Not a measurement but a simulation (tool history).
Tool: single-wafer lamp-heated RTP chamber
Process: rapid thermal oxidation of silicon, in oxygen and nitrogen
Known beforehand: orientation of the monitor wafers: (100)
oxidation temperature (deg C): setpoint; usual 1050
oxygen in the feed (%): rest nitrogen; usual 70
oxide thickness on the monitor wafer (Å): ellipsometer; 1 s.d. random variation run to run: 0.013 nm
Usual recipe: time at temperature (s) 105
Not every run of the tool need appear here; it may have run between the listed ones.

run   hour  oxidation temperature (deg C)  time at temperature (s)  oxygen in the feed (%)  wafers since the last listed run  wafers since the last pyrometer calibration  hours since the oxygen flow controller was replaced  hours since the gauge calibration  read-back reference wafer on the same gauge, thickness  oxide thickness on the monitor wafer (Å)
  1      0                           1050                      105                      70                                 0                                         1985                                               2950.9                               33.6                                                    8.28                                     90.21
  2      8                           1050                      105                      70                                61                                         2047                                               2958.9                               41.6                                                    8.28                                     90.49
  3   18.5                           1064                      105                      85                                81                                         2128                                               2969.4                               52.1                                                   8.277                                    106.93
  4   28.8                           1064                      105                      85                                79                                         2208                                               2979.7                               62.4                                                   8.279                                    106.92
  5     41                           1050                      105                      70                                94                                         2302                                               2991.9                               74.6                                                   8.279                                     90.84
  6   56.3                           1050                      105                      70                               118                                         2421                                               3007.2                               89.9                                                   8.283                                     90.91
  7   68.6                           1050                      105                      70                                95                                         2516                                               3019.5                              102.2                                                    8.28                                     90.92
  8   75.9                           1050                       79                      45                                56                                         2572                                               3026.8                              109.5                                                   8.278                                      68.4
      87.5  -- oxygen flow controller replaced
  9   91.4                           1074                      105                      70                                57                                         2630                                                  3.9                                125                                                   8.278                                    107.27
 10   97.9                           1077                       65                      92                                50                                         2680                                                 10.4                              131.5                                                   8.284                                      96.8
 11  108.2                           1050                      105                      70                                79                                         2760                                                 20.7                              141.8                                                   8.282                                     91.15
 12  125.4                           1075                       79                      70                               132                                         2893                                                 37.9                                159                                                   8.277                                     95.07
     136.5  -- pyrometer window cleaned and pyrometer calibrated
     136.8  -- gauge calibrated
 13  139.9                           1029                       67                      45                                50                                           26                                                 52.4                                3.1                                                   8.276                                     53.45
 14  149.4                           1033                       84                      48                                73                                           99                                                 61.9                               12.6                                                   8.284                                     61.88
 15  194.2                           1058                      105                      43                               346                                          446                                                106.7                               57.4                                                   8.283                                     78.72

Forecast each of these 4 alternatives for the next run:
  A  194.7                           1050                      105                      91                                 3                                          449                                                107.2                               57.9                                                       ?                                         ?
  B  194.7                           1069                      105                      59                                 3                                          449                                                107.2                               57.9                                                       ?                                         ?
  C  194.7                           1050                      131                      44                                 3                                          449                                                107.2                               57.9                                                       ?                                         ?
  D  194.7                           1076                      105                      91                                 3                                          449                                                107.2                               57.9                                                       ?                                         ?

run  read-back reference wafer on the same gauge, thickness  oxide thickness on the monitor wafer (Å)
  A                                                   8.279                                     97.45
  B                                                   8.279                                     94.72
  C                                                   8.279                                     82.94
  D                                                   8.279                                    116.13
Take away the tool's hidden state, keep each run's random variation, and the runs would have read:
run  oxide thickness on the monitor wafer (Å)
  A                                     96.62
  B                                     93.94
  C                                     82.24
  D                                    115.18
